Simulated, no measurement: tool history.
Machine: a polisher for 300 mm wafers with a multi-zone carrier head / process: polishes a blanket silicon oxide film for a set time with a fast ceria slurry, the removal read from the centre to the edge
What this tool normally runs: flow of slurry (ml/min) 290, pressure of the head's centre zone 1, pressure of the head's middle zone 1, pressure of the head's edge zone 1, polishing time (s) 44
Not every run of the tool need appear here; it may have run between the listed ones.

run	hour	flow of slurry (ml/min)	pressure of the head's centre zone	pressure of the head's middle zone	pressure of the head's edge zone	polishing time (s)	incoming thickness of the incoming film, nm	film removed at the wafer's centre (angstrom)	film removed at mid-radius (angstrom)	film removed at the wafer's edge (angstrom)
1	0	290	1	1	1	44	2812.6	6744	6755	6763
# hour 4.5: worn pad replaced by a new one
2	8.4	290	1	1	1	44	2801.3	6929	6986	7073
3	22.9	290	1	1	1	44	2868.2	7084	7035	7032
4	29	290	0.96	1	1.09	51	2825.3	7708	8046	8472
5	46	290	1	1	1.04	44	2838.6	6866	6937	7176
6	56.4	290	1	1	1	33	2789	5100	5067	5213
# hour 64.1: carrier head's membrane replaced by a new one
# hour 66.9: slurry nozzle cleaned
7	68.7	385	0.9	1.03	1	36	2866.4	5134	5927	5757
8	85.4	205	0.93	1.11	1	44	2880.9	6032	7276	6670
9	91.7	290	1	1	0.88	44	2843.6	6652	6803	6446
10	105.2	290	1	0.93	1	44	2785.9	6650	6318	6847
11	111.9	290	1	1	1	57	2785.5	8603	8802	8749
# hour 119.2: worn pad replaced by a new one
12	129.5	240	1	1.07	1	29	2817.6	4620	4873	4661
13	137.1	290	1	1	0.89	44	2867.6	6926	7075	6736

What will run 14 give?
14	143.3	290	1	1	1	44	2842.9	?	?	?

Run 14 yielded film removed at the wafer's centre (angstrom) 6943, film removed at mid-radius (angstrom) 7008, film removed at the wafer's edge (angstrom) 7087.
Take away the tool's hidden state, keep the run-to-run variation as it was, and the same run would have given film removed at the wafer's centre (angstrom) 7033, film removed at mid-radius (angstrom) 7099, film removed at the wafer's edge (angstrom) 7178.
